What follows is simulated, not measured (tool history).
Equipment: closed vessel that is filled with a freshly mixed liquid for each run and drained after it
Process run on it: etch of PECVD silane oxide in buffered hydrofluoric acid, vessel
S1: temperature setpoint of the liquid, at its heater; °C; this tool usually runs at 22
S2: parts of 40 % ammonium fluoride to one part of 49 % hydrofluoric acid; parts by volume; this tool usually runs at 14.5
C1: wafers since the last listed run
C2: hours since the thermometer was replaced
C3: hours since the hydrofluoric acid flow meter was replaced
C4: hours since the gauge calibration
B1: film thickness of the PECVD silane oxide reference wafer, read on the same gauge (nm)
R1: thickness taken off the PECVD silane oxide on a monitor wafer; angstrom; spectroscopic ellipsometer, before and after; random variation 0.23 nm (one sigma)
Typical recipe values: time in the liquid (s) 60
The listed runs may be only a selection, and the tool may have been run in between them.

Run 1, hour 0: usual settings; C1 0; C2 89.4; C3 700; C4 927.3; B1 131.57. Result: R1 555.6 angstrom.
Run 2, hour 52.9: usual settings; C1 7461; C2 142.3; C3 752.9; C4 980.2; B1 131.61. Result: R1 552.6 angstrom.
Run 3, hour 94.4: usual settings; C1 5853; C2 183.8; C3 794.4; C4 1021.7; B1 131.66. Result: R1 555.1 angstrom.
Run 4, hour 145.6: usual settings; C1 7221; C2 235; C3 845.6; C4 1072.9; B1 131.7. Result: R1 554.9 angstrom.
Run 5, hour 237.9: usual settings; C1 13019; C2 327.3; C3 937.9; C4 1165.2; B1 131.77. Result: R1 556.6 angstrom.
Run 6, hour 335.8: usual settings; C1 13809; C2 425.2; C3 1035.8; C4 1263.1; B1 131.82. Result: R1 556.4 angstrom.
Run 7, hour 433.4: usual settings; C1 13766; C2 522.8; C3 1133.4; C4 1360.7; B1 131.88. Result: R1 557 angstrom.
At hour 452.7: thermometer replaced.
Run 8, hour 503: usual settings; C1 9676; C2 50.3; C3 1203; C4 1430.3; B1 131.92. Result: R1 555.3 angstrom.
Run 9, hour 595.1: usual settings; C1 12991; C2 142.4; C3 1295.1; C4 1522.4; B1 131.95. Result: R1 559.8 angstrom.
Run 10, hour 638.8: usual settings but S1 19.5 °C, time in the liquid (s) 85; C1 6164; C2 186.1; C3 1338.8; C4 1566.1; B1 131.98. Result: R1 687.3 angstrom.
Run 11, hour 723: usual settings but S1 19.5 °C, time in the liquid (s) 85; C1 11876; C2 270.3; C3 1423; C4 1650.3; B1 132.01. Result: R1 687.1 angstrom.
Run 12, hour 771.6: usual settings; C1 6855; C2 318.9; C3 1471.6; C4 1698.9; B1 132.01. Result: R1 556.7 angstrom.
Run 13, hour 835.8: usual settings but S2 8.5 parts by volume, time in the liquid (s) 45; C1 9055; C2 383.1; C3 1535.8; C4 1763.1; B1 132.05. Result: R1 685.3 angstrom.
Run 14, hour 905.5: usual settings; C1 9831; C2 452.8; C3 1605.5; C4 1832.8; B1 132.04. Result: R1 554.4 angstrom.
At hour 924.5: thermometer replaced.
Run 15, hour 1013.5: usual settings; C1 15092; C2 89; C3 1713.5; C4 1940.8; B1 132.09. Result: R1 554.7 angstrom.
At hour 1034.1: gauge calibrated.
Run 16, hour 1053.6: usual settings but time in the liquid (s) 40; C1 5656; C2 129.1; C3 1753.6; C4 19.5; B1 130.11. Result: R1 365.3 angstrom.
At hour 1140.4: hydrofluoric acid flow meter replaced.
Run 17, hour 1149.2: usual settings but S1 19 °C; C1 13343; C2 224.7; C3 8.8; C4 115.1; B1 130.39. Result: R1 466.8 angstrom.
Run 18, hour 1209: usual settings; C1 8435; C2 284.5; C3 68.6; C4 174.9; B1 130.61. Result: R1 551.8 angstrom.
Run 19, hour 1263.4: usual settings but S2 16 parts by volume; C1 7673; C2 338.9; C3 123; C4 229.3; B1 130.71. Result: R1 501.4 angstrom.
Run 20, hour 1347.2: usual settings but S1 18.5 °C, S2 18.5 parts by volume, time in the liquid (s) 85; C1 11820; C2 422.7; C3 206.8; C4 313.1; B1 130.9. Result: R1 508.7 angstrom.
Run 21, hour 1394.9: usual settings but S1 24.5 °C; C1 6728; C2 470.4; C3 254.5; C4 360.8; B1 131. Result: R1 636 angstrom.
At hour 1473.8: thermometer replaced.
Run 22, hour 1602.8: usual settings but S2 11 parts by volume, time in the liquid (s) 40; C1 29184; C2 129; C3 462.4; C4 568.7; B1 131.39. Result: R1 484.6 angstrom.
Run 23, hour 1649.9: usual settings but S1 19.5 °C; C1 6643; C2 176.1; C3 509.5; C4 615.8; B1 131.45. Result: R1 477.7 angstrom.
Run 24, hour 1742.2: usual settings but S1 18.5 °C, time in the liquid (s) 85; C1 13019; C2 268.4; C3 601.8; C4 708.1; B1 131.58. Result: R1 653.8 angstrom.
Run 25, hour 1796.5: usual settings but S1 25.5 °C, time in the liquid (s) 95; C1 7659; C2 322.7; C3 656.1; C4 762.4; B1 131.65. Result: R1 1060.6 angstrom.

Alternative continuations, all from the tool just after run 25; predict every row:
Run A, hour 1797.2: usual settings; C1 98; C2 323.4; C3 656.8; C4 763.1; B1 ?. Result: R1 ?.
Run B, hour 1797.2: usual settings but S2 18 parts by volume, time in the liquid (s) 75; C1 98; C2 323.4; C3 656.8; C4 763.1; B1 ?. Result: R1 ?.
Run C, hour 1797.2: usual settings but S1 18 °C, S2 17.5 parts by volume; C1 98; C2 323.4; C3 656.8; C4 763.1; B1 ?. Result: R1 ?.
Run D, hour 1797.2: usual settings but S1 27 °C; C1 98; C2 323.4; C3 656.8; C4 763.1; B1 ?. Result: R1 ?.

run      B1     R1
  A  131.64  556.6
  B  131.64  562.3
  C  131.64  369.5
  D  131.64  730.7
Had the tool no hidden state, the same runs would have come out as:
run     R1
  A  549.6
  B  555.3
  C  364.9
  D  721.6

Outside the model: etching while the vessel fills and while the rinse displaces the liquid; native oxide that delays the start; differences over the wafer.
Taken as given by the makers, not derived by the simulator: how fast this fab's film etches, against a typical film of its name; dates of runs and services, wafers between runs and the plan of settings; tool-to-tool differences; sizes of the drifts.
